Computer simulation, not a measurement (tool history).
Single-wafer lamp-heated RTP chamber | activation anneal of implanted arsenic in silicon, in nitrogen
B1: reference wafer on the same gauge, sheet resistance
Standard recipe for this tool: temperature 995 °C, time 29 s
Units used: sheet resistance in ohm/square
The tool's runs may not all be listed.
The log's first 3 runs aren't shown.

At day 8.504: pyrometer window cleaned and pyrometer calibrated.
Run 4, day 9.971: usual settings; B1 152.22. Result: sheet resistance 145.25 ohm/square.
Run 5, day 13.804: usual settings; B1 152.09. Result: sheet resistance 144.77 ohm/square.
At day 20.062: reflector plate cleaned.
Run 6, day 23.842: usual settings; B1 152.24. Result: sheet resistance 143.67 ohm/square.
Run 7, day 26.038: usual settings but temperature 1017 °C; B1 152. Result: sheet resistance 139.93 ohm/square.
At day 29.892: pyrometer window cleaned and pyrometer calibrated.
Run 8, day 29.912: usual settings; B1 151.91. Result: sheet resistance 145.52 ohm/square.
Run 9, day 33.067: usual settings; B1 151.86. Result: sheet resistance 144.84 ohm/square.
Run 10, day 37.388: usual settings; B1 151.87. Result: sheet resistance 143.74 ohm/square.
At day 38.6: gauge calibrated.
Run 11, day 41.133: usual settings; B1 152.18. Result: sheet resistance 144 ohm/square.
At day 45.088: reflector plate cleaned.
Run 12, day 45.329: usual settings; B1 151.91. Result: sheet resistance 144.16 ohm/square.
At day 50.204: pyrometer window cleaned and pyrometer calibrated.
Run 13, day 53.762: usual settings but time 15 s; B1 151.99. Result: sheet resistance 148.94 ohm/square.
Run 14, day 56.271: usual settings but time 37 s; B1 152.11. Result: sheet resistance 142.61 ohm/square.
Run 15, day 58.121: usual settings but time 37 s; B1 151.88. Result: sheet resistance 142.37 ohm/square.
Run 16, day 62.242: usual settings but temperature 1008 °C; B1 152.05. Result: sheet resistance 140.87 ohm/square.
Run 17, day 65.133: usual settings but temperature 1008 °C; B1 151.89. Result: sheet resistance 140.92 ohm/square.
At day 65.504: reflector plate cleaned.
Run 18, day 67.204: usual settings but temperature 1006 °C, time 40 s; B1 151.91. Result: sheet resistance 140.02 ohm/square.
Run 19, day 70.796: usual settings but time 45 s; B1 151.9. Result: sheet resistance 139.65 ohm/square.
At day 73.742: pyrometer window cleaned and pyrometer calibrated.
Run 20, day 75.029: usual settings but temperature 984 °C; B1 152.07. Result: sheet resistance 146.9 ohm/square.
Run 21, day 77.279: usual settings but temperature 1005 °C; B1 151.96. Result: sheet resistance 143.44 ohm/square.
Run 22, day 81.233: usual settings but temperature 975 °C, time 43 s; B1 151.99. Result: sheet resistance 145.32 ohm/square.
Run 23, day 85.667: usual settings but temperature 1004 °C, time 41 s; B1 151.97. Result: sheet resistance 139.39 ohm/square.
Run 24, day 89.371: usual settings but temperature 1021 °C, time 37 s; B1 151.82. Result: sheet resistance 135.98 ohm/square.
At day 92.333: reflector plate cleaned.
Run 25, day 92.388: usual settings but temperature 979 °C, time 16 s; B1 151.96. Result: sheet resistance 151.03 ohm/square.
At day 94.125: pyrometer window cleaned and pyrometer calibrated.
Run 26, day 95.208: usual settings but time 15 s; B1 151.94. Result: sheet resistance 150.35 ohm/square.

The next listed run, before its measurement:
Run 27, day 98.062: usual settings but temperature 967 °C, time 13 s; B1 ?. Result: sheet resistance ?.

B1: 151.83
sheet resistance: 157.37 ohm/square
Without the tool's hidden state the same run would have given sheet resistance 158.66 ohm/square.

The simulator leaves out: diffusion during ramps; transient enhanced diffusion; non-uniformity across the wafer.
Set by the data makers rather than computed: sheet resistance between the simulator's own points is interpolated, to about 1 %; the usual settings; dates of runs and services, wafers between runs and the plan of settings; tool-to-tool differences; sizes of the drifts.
